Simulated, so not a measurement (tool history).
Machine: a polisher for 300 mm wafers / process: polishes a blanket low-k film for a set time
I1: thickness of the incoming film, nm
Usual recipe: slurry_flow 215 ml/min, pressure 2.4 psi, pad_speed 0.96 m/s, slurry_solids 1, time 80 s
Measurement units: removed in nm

Run 1, hour 0: usual settings but pressure 2.6 psi; I1 342.9. Result: removed 38 nm.
Run 2, hour 15.4: usual settings but slurry_solids 0.85, time 96 s; I1 337.6. Result: removed 39.8 nm.
At hour 39.1: slurry blender recalibrated.
Run 3, hour 39.6: usual settings; I1 340.8. Result: removed 39.6 nm.
Run 4, hour 74.4: usual settings; I1 336.7. Result: removed 37.8 nm.
Run 5, hour 96.6: usual settings; I1 343.5. Result: removed 37.6 nm.
Run 6, hour 129.9: usual settings; I1 342.3. Result: removed 36.6 nm.
At hour 140.6: worn pad replaced by a new one.
At hour 146.6: conditioning disc replaced and pad reconditioned.
Run 7, hour 151.9: usual settings but pressure 2.7 psi; I1 339.8. Result: removed 39.9 nm.
Run 8, hour 173.5: usual settings; I1 341. Result: removed 36.7 nm.
Run 9, hour 186.6: usual settings; I1 342.2. Result: removed 35.5 nm.
Run 10, hour 202.9: usual settings but pad_speed 0.82 m/s, time 99 s; I1 341. Result: removed 39.9 nm.
Run 11, hour 235.8: usual settings but slurry_flow 245 ml/min, pressure 2.1 psi, slurry_solids 1.1, time 64 s; I1 336.2. Result: removed 27.3 nm.
At hour 250.5: slurry blender recalibrated.
Run 12, hour 257.6: usual settings but pressure 2.6 psi, pad_speed 1.08 m/s, time 94 s; I1 345.3. Result: removed 54.3 nm.
Run 13, hour 278.6: usual settings but slurry_flow 185 ml/min, pressure 2.9 psi, pad_speed 1.14 m/s, time 64 s; I1 341. Result: removed 41.1 nm.
At hour 295.9: head pressure recalibrated.
Run 14, hour 305.8: usual settings but slurry_flow 245 ml/min, pressure 3.2 psi; I1 337.2. Result: removed 49 nm.
Run 15, hour 361.2: usual settings; I1 343.7. Result: removed 37 nm.
Run 16, hour 393.1: usual settings; I1 337. Result: removed 35.9 nm.
Run 17, hour 418.6: usual settings; I1 340. Result: removed 35.7 nm.
At hour 441.4: slurry blender recalibrated.
At hour 447.1: worn pad replaced by a new one.
At hour 449.4: conditioning disc replaced and pad reconditioned.
Run 18, hour 453.6: usual settings but slurry_flow 280 ml/min; I1 337.1. Result: removed 40.2 nm.
Run 19, hour 471: usual settings but slurry_flow 185 ml/min, pressure 2.9 psi, pad_speed 1.14 m/s, time 64 s; I1 337.4. Result: removed 39.8 nm.
Run 20, hour 489.1: usual settings but pressure 3.1 psi, pad_speed 1.26 m/s, time 63 s; I1 337.4. Result: removed 45.4 nm.
Run 21, hour 516.8: usual settings; I1 338.6. Result: removed 36.8 nm.
Run 22, hour 538.1: usual settings but slurry_flow 155 ml/min; I1 339.6. Result: removed 34.7 nm.
Run 23, hour 571.8: usual settings but pad_speed 1.16 m/s, time 92 s; I1 342.2. Result: removed 48.4 nm.
Run 24, hour 587.7: usual settings but slurry_solids 1.1; I1 341.3. Result: removed 36.9 nm.
Run 25, hour 603: usual settings but slurry_flow 170 ml/min, pad_speed 0.84 m/s; I1 337.9. Result: removed 30.6 nm.
Run 26, hour 636.6: usual settings but slurry_flow 235 ml/min; I1 342.7. Result: removed 35.6 nm.

For each run, what was the tool's unlogged condition?
removal rate lost through wear of the pad, %: 0 on each run
slurry flow missing at the pad, %: 0 on each run
deviation of the head's pressure from its setpoint, %: 0 on each run
time polished since the conditioner stopped cutting, s: 0 on each run
H1: abrasive missing from the slurry, %
run     H1
  1   23.8
  2   24.3
  3  0.307
  4   9.49
  5   13.4
  6   17.4
  7   19.2
  8   20.6
  9   21.2
 10   21.8
 11   22.7
 12   2.46
 13      8
 14   13.1
 15   19.2
 16     21
 17     22
 18   6.64
 19     11
 20   14.6
 21   18.6
 22   20.7
 23   23.1
 24   23.9
 25   24.5
 26   25.4
